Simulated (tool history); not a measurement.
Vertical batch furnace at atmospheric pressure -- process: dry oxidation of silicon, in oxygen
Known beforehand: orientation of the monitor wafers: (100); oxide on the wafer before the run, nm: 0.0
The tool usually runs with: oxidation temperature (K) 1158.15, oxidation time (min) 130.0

run,hour,oxidation temperature (K),oxidation time (min),"read-back reference wafer on the same gauge, thickness",oxide thickness on the monitor wafer (angstrom)
1,0.0,1141.15,130.0,26.69,223.5
2,15.2,1158.15,130.0,26.74,267.1
3,31.0,1140.15,92.0,26.71,176.5
4,44.4,1158.15,130.0,26.69,268.9
5,56.4,1174.15,169.5,26.70,381.5
6,74.5,1158.15,130.0,26.70,269.2
7,98.0,1158.15,130.0,26.70,268.4
# hour 115.9: gauge calibrated
8,126.5,1158.15,130.0,26.69,268.3
# hour 156.6: boat lift adjusted
9,157.1,1158.15,130.0,26.72,269.3
10,168.2,1158.15,130.0,26.70,269.4
11,181.8,1158.15,130.0,26.72,268.3
12,204.2,1181.15,77.5,26.70,242.0
13,216.6,1158.15,130.0,26.71,270.6
14,232.1,1158.15,66.0,26.67,172.5
# hour 270.1: thermocouples replaced and temperature profile calibrated
15,270.6,1177.15,77.0,26.71,231.4
16,277.4,1174.15,100.5,26.72,267.6
17,292.5,1148.15,130.0,26.66,241.7
18,313.4,1158.15,130.0,26.69,269.5
19,332.3,1158.15,130.0,26.72,269.4
20,351.2,1150.15,130.0,26.68,245.7

Exercise: give the hidden state of the tool at every run:
true tube temperature minus thermocouple reading, K: 0 in every run
monitor wafer colder than the profiled boat position, K: 0 in every run
gauge reads high (%): 0 in every run
